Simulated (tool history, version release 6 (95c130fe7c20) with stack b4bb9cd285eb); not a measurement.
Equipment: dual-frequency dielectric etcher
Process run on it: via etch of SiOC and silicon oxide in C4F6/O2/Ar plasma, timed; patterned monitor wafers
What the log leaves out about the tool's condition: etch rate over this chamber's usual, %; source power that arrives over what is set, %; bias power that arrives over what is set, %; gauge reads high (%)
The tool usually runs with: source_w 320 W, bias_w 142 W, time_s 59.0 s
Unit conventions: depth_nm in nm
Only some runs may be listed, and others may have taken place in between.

run	day	source_w	bias_w	time_s	wafers since the last listed run	hours since the last wet clean	hours since the last source power generator calibration	hours since the last bias power generator calibration	hours since the last upper electrode change	hours since the gauge calibration	read-back reference wafer on the same gauge, depth_nm	depth_nm
1	0.000	320	142	59.0	0	88.8	1277.3	3137.5	4081.2	2228.3	65.7	63.1
2	10.846	320	142	59.0	2383	349.1	1537.6	3397.8	4341.5	2488.6	65.7	63.7
3	12.812	320	142	59.0	432	396.3	1584.8	3445.0	4388.7	2535.8	65.7	63.5
4	16.492	320	167	59.0	808	484.6	1673.1	3533.3	4477.0	2624.1	65.7	68.0
5	19.538	320	142	59.0	669	557.7	1746.2	3606.4	4550.1	2697.2	65.7	64.2
# day 21.608: wet clean of the chamber
6	23.633	370	118	59.0	680	48.6	1844.5	3704.7	4648.4	2795.5	65.8	61.9
7	28.067	370	118	59.0	974	155.0	1950.9	3811.1	4754.8	2901.9	65.7	61.1
8	30.058	370	118	59.0	437	202.8	1998.7	3858.9	4802.6	2949.7	65.7	62.0
9	31.717	320	142	46.0	364	242.6	2038.5	3898.7	4842.4	2989.5	65.7	49.5
10	34.025	300	170	59.0	507	298.0	2093.9	3954.1	4897.8	3044.9	65.8	67.8
# day 34.800: gauge calibrated
11	37.262	300	170	59.0	711	375.7	2171.6	4031.8	4975.5	59.1	65.6	67.6
12	39.638	320	142	71.0	521	432.7	2228.6	4088.8	5032.5	116.1	65.7	76.3
13	41.488	380	111	50.5	406	477.1	2273.0	4133.2	5076.9	160.5	65.7	51.6
14	44.454	320	142	59.0	651	548.3	2344.2	4204.4	5148.1	231.7	65.6	63.0
15	47.175	320	142	53.0	597	613.6	2409.5	4269.7	5213.4	297.0	65.8	57.0
# day 50.625: wet clean of the chamber
16	51.188	320	132	70.5	661	13.5	2505.8	4366.0	5309.7	393.3	65.7	72.7
# day 51.838: source power generator calibrated
# day 52.454: bias power generator calibrated
17	53.521	320	142	59.0	439	69.5	40.4	25.6	5365.7	449.3	65.9	62.5
18	56.500	290	115	64.0	654	141.0	111.9	97.1	5437.2	520.8	65.7	57.8
19	59.825	320	142	59.0	730	220.8	191.7	176.9	5517.0	600.6	65.7	62.8
# day 62.588: upper electrode replaced
20	62.608	390	124	76.5	391	287.6	258.5	243.7	0.5	667.4	65.8	82.2
21	66.308	320	117	59.0	813	376.4	347.3	332.5	89.3	756.2	65.7	57.4
22	68.662	360	142	59.0	517	432.9	403.8	389.0	145.8	812.7	65.7	65.9
23	73.008	270	142	67.0	954	537.2	508.1	493.3	250.1	917.0	65.7	65.7
# day 76.067: wet clean of the chamber
24	76.088	280	127	59.0	456	0.5	582.0	567.2	324.0	990.9	65.7	56.0
25	79.254	320	142	59.0	695	76.5	658.0	643.2	400.0	1066.9	65.8	63.0
26	82.742	320	158	59.0	766	160.2	741.7	726.9	483.7	1150.6	65.7	67.4
27	91.325	360	115	49.0	1886	366.2	947.7	932.9	689.7	1356.6	65.6	49.7
28	94.650	290	173	66.0	730	446.0	1027.5	1012.7	769.5	1436.4	65.6	73.0
29	97.917	240	142	59.0	717	524.4	1105.9	1091.1	847.9	1514.8	65.6	55.2
30	102.171	390	175	50.5	934	626.5	1208.0	1193.2	950.0	1616.9	65.7	65.1
# day 103.183: wet clean of the chamber
31	104.246	260	112	50.0	236	25.5	1257.8	1243.0	999.8	1666.7	65.8	42.6

Forecast each of these 3 alternatives for the next run:
A	104.262	320	142	65.0	3	25.9	1258.2	1243.4	1000.2	1667.1	?	?
B	104.262	280	120	70.0	3	25.9	1258.2	1243.4	1000.2	1667.1	?	?
C	104.262	320	127	54.0	3	25.9	1258.2	1243.4	1000.2	1667.1	?	?

run	read-back reference wafer on the same gauge, depth_nm	depth_nm
A	65.7	70.2
B	65.7	65.2
C	65.7	55.1
With no hidden state in the tool, these same runs would have given:
run	depth_nm
A	69.0
B	64.0
C	54.2
